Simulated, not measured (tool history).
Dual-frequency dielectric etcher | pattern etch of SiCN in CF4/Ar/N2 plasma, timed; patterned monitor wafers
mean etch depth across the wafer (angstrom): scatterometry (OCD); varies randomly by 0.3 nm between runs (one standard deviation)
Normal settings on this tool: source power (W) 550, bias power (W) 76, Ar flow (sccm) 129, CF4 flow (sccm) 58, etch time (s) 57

run,day,source power (W),bias power (W),Ar flow (sccm),CF4 flow (sccm),etch time (s),wafers since the last listed run,hours since the last wet clean,hours since the last source power generator calibration,hours since the last bias power generator calibration,hours since the last Ar flow controller change,hours since the last CF4 flow controller change,hours since the last upper electrode change,hours since the gauge calibration,"read-back reference wafer on the same gauge, depth_nm",mean etch depth across the wafer (angstrom)
1,0,420,76,114,58,57,0,428.3,617.7,2326.5,1302.9,230.5,2354.6,2344.6,64.7,455
# day 1.604: wet clean of the chamber
2,2.783,550,76,151,58,57,655,28.3,684.5,2393.3,1369.7,297.3,2421.4,2411.4,64.6,551
# day 4.362: upper electrode replaced
3,4.383,430,76,129,58,57,220,66.7,722.9,2431.7,1408.1,335.7,0.5,2449.8,64.7,456
4,6.012,550,76,129,52,57,598,105.8,762,2470.8,1447.2,374.8,39.6,2488.9,64.7,561
# day 6.304: gauge calibrated
5,7.833,550,76,129,58,57,668,149.5,805.7,2514.5,1490.9,418.5,83.3,36.7,64.7,564
6,11.6,590,76,139,44,51,1383,239.9,896.1,2604.9,1581.3,508.9,173.7,127.1,64.7,519
# day 11.933: Ar flow controller replaced
7,13.108,660,76,150,58,70,462,276.1,932.3,2641.1,28.2,545.1,209.9,163.3,64.8,792
# day 18.542: bias power generator calibrated
8,21.112,550,76,129,45,57,2879,468.2,1124.4,61.7,220.3,737.2,402,355.4,64.8,572
# day 23.296: wet clean of the chamber
9,23.317,550,76,129,58,57,442,0.5,1177.3,114.6,273.2,790.1,454.9,408.3,64.8,581
10,24.425,420,76,158,64,46.5,407,27.1,1203.9,141.2,299.8,816.7,481.5,434.9,64.7,364
11,26.942,550,76,143,66,50,924,87.5,1264.3,201.6,360.2,877.1,541.9,495.3,64.6,503
12,28.046,660,82,140,58,57,405,114,1290.8,228.1,386.7,903.6,568.4,521.8,64.6,694
13,30.767,690,89,159,62,57,999,179.3,1356.1,293.4,452,968.9,633.7,587.1,64.6,735
14,32.438,550,76,129,58,57,613,219.4,1396.2,333.5,492.1,1009,673.8,627.2,64.7,574
15,34.638,550,76,147,47,66.5,808,272.2,1449,386.3,544.9,1061.8,726.6,680,64.7,647
16,36.562,550,76,129,58,57,707,318.4,1495.2,432.5,591.1,1108,772.8,726.2,64.7,575
17,38.033,550,76,129,58,57,540,353.7,1530.5,467.8,626.4,1143.3,808.1,761.5,64.7,573
18,39.138,550,76,129,58,57,405,380.2,1557,494.3,652.9,1169.8,834.6,788,64.8,576
19,40.992,550,76,129,58,57,681,424.7,1601.5,538.8,697.4,1214.3,879.1,832.5,64.7,575
# day 44.138: wet clean of the chamber
20,44.158,550,93,129,58,57,796,0.5,1677.5,614.8,773.4,1290.3,955.1,908.5,64.7,627
21,46.538,550,76,129,54,57,874,57.6,1734.6,671.9,830.5,1347.4,1012.2,965.6,64.7,569

What if the next run were any one of these 4? Each begins from the tool's condition after run 21:
A,46.554,550,76,129,58,57,6,58,1735,672.3,830.9,1347.8,1012.6,966,?,?
B,46.554,680,76,159,58,57,6,58,1735,672.3,830.9,1347.8,1012.6,966,?,?
C,46.554,450,76,129,58,57,6,58,1735,672.3,830.9,1347.8,1012.6,966,?,?
D,46.554,550,76,101,58,57,6,58,1735,672.3,830.9,1347.8,1012.6,966,?,?

run,"read-back reference wafer on the same gauge, depth_nm",mean etch depth across the wafer (angstrom)
A,64.7,572
B,64.7,668
C,64.7,480
D,64.7,592
Take away the tool's hidden state, keep each run's random variation, and the runs would have read:
run,mean etch depth across the wafer (angstrom)
A,578
B,674
C,484
D,597
